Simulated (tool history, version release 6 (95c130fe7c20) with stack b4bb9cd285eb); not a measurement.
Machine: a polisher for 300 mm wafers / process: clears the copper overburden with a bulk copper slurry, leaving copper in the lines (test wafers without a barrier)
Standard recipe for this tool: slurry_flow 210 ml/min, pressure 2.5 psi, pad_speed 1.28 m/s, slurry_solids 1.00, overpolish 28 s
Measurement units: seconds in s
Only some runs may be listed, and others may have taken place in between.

| run | hour | slurry_flow | pressure | pad_speed | slurry_solids | overpolish | wafers since the last listed run | wafers polished on this pad | hours since the slurry nozzle was cleaned | hours since the head pressure was calibrated | hours since the slurry blender was calibrated | incoming thickness of the incoming film, nm | seconds |
|---|---|---|---|---|---|---|---|---|---|---|---|---|---|
| 1 | 0.0 | 270 | 2.5 | 1.28 | 1.00 | 32 | 0 | 1124 | 15.9 | 989.1 | 12.5 | 961.9 | 82.8 |
| 2 | 19.1 | 270 | 2.5 | 1.28 | 1.00 | 32 | 168 | 1293 | 35.0 | 1008.2 | 31.6 | 960.1 | 83.1 |
|  | 48.3 | worn pad replaced by a new one |
| 3 | 53.8 | 270 | 2.5 | 1.28 | 1.00 | 32 | 271 | 48 | 69.7 | 1042.9 | 66.3 | 953.2 | 82.2 |
| 4 | 74.7 | 210 | 2.5 | 1.02 | 1.00 | 28 | 184 | 233 | 90.6 | 1063.8 | 87.2 | 953.8 | 103.2 |
| 5 | 92.1 | 210 | 2.5 | 1.28 | 0.85 | 28 | 153 | 387 | 108.0 | 1081.2 | 104.6 | 965.4 | 90.8 |
| 6 | 116.4 | 210 | 2.5 | 1.28 | 0.85 | 28 | 214 | 602 | 132.3 | 1105.5 | 128.9 | 941.2 | 87.2 |
| 7 | 146.2 | 210 | 2.5 | 1.28 | 1.30 | 28 | 263 | 866 | 162.1 | 1135.3 | 158.7 | 951.0 | 80.7 |
| 8 | 164.5 | 180 | 1.9 | 1.28 | 1.30 | 24 | 161 | 1028 | 180.4 | 1153.6 | 177.0 | 947.7 | 102.5 |
| 9 | 186.6 | 210 | 2.5 | 1.68 | 1.00 | 28 | 195 | 1223 | 202.5 | 1175.7 | 199.1 | 961.5 | 66.5 |
| 10 | 222.6 | 210 | 2.5 | 1.28 | 0.85 | 14 | 318 | 1542 | 238.5 | 1211.7 | 235.1 | 953.9 | 90.7 |
|  | 248.1 | worn pad replaced by a new one |
|  | 252.5 | slurry nozzle cleaned |
| 11 | 257.6 | 210 | 2.5 | 0.86 | 1.00 | 28 | 265 | 75 | 5.1 | 1246.7 | 270.1 | 955.3 | 122.5 |
| 12 | 284.9 | 265 | 2.5 | 1.28 | 1.00 | 28 | 241 | 316 | 32.4 | 1274.0 | 297.4 | 946.0 | 85.1 |
| 13 | 304.6 | 250 | 2.5 | 1.42 | 1.15 | 34 | 174 | 491 | 52.1 | 1293.7 | 317.1 | 959.1 | 75.2 |
| 14 | 326.1 | 140 | 2.5 | 1.28 | 1.00 | 28 | 190 | 681 | 73.6 | 1315.2 | 338.6 | 956.7 | 91.5 |
| 15 | 354.2 | 210 | 2.5 | 1.28 | 1.00 | 28 | 248 | 929 | 101.7 | 1343.3 | 366.7 | 968.8 | 89.1 |
| 16 | 374.5 | 270 | 2.5 | 1.28 | 1.00 | 32 | 179 | 1109 | 122.0 | 1363.6 | 387.0 | 946.1 | 85.6 |
| 17 | 392.4 | 210 | 2.5 | 1.28 | 1.00 | 28 | 158 | 1267 | 139.9 | 1381.5 | 404.9 | 957.9 | 88.9 |
| 18 | 419.7 | 210 | 2.2 | 1.00 | 0.85 | 28 | 241 | 1509 | 167.2 | 1408.8 | 432.2 | 965.5 | 129.5 |
|  | 425.7 | slurry blender recalibrated |
|  | 426.6 | worn pad replaced by a new one |
|  | 436.3 | head pressure recalibrated |
| 19 | 451.1 | 210 | 2.5 | 1.28 | 1.00 | 28 | 234 | 198 | 198.6 | 14.8 | 25.4 | 951.3 | 83.8 |
| 20 | 473.9 | 210 | 2.5 | 1.28 | 1.00 | 37 | 201 | 400 | 221.4 | 37.6 | 48.2 | 974.1 | 88.2 |
| 21 | 503.4 | 285 | 2.5 | 1.04 | 0.70 | 28 | 261 | 661 | 250.9 | 67.1 | 77.7 | 954.6 | 106.9 |
| 22 | 521.4 | 255 | 2.9 | 1.28 | 0.70 | 36 | 159 | 820 | 268.9 | 85.1 | 95.7 | 943.7 | 78.0 |
| 23 | 536.2 | 210 | 3.1 | 1.14 | 0.85 | 33 | 130 | 951 | 283.7 | 99.9 | 110.5 | 967.5 | 82.0 |
|  | 543.0 | slurry nozzle cleaned |
| 24 | 549.0 | 210 | 2.5 | 1.28 | 1.25 | 28 | 104 | 1056 | 6.0 | 112.7 | 123.3 | 952.8 | 82.5 |
| 25 | 569.8 | 150 | 2.5 | 1.28 | 1.00 | 28 | 184 | 1240 | 26.8 | 133.5 | 144.1 | 952.7 | 87.3 |
| 26 | 600.2 | 210 | 2.5 | 1.28 | 1.00 | 28 | 268 | 1509 | 57.2 | 163.9 | 174.5 | 954.2 | 84.3 |
| 27 | 631.2 | 210 | 2.5 | 1.28 | 1.00 | 28 | 274 | 1783 | 88.2 | 194.9 | 205.5 | 955.6 | 86.1 |

Hidden condition of the tool, last listed run before each entry between runs versus first listed run after:
Runs 2 to 3: worn pad replaced by a new one (hour 48.3)
  abrasive missing from the slurry, %: 3.29 -> 5.45
  difference, measured minus the result without the unlogged condition, seconds: +0.6 -> +1.0 s
Runs 10 to 11: worn pad replaced by a new one (hour 248.1); slurry nozzle cleaned (hour 252.5)
  abrasive missing from the slurry, %: 16 -> 18.1
  difference, measured minus the result without the unlogged condition, seconds: +3.3 -> +5.2 s
Runs 18 to 19: slurry blender recalibrated (hour 425.7); worn pad replaced by a new one (hour 426.6); head pressure recalibrated (hour 436.3)
  abrasive missing from the slurry, %: 28.2 -> 3.72
  difference, measured minus the result without the unlogged condition, seconds: +8.8 -> +0.7 s
Runs 23 to 24: slurry nozzle cleaned (hour 543.0)
  abrasive missing from the slurry, %: 9.02 -> 9.82
  difference, measured minus the result without the unlogged condition, seconds: +1.6 -> +1.9 s
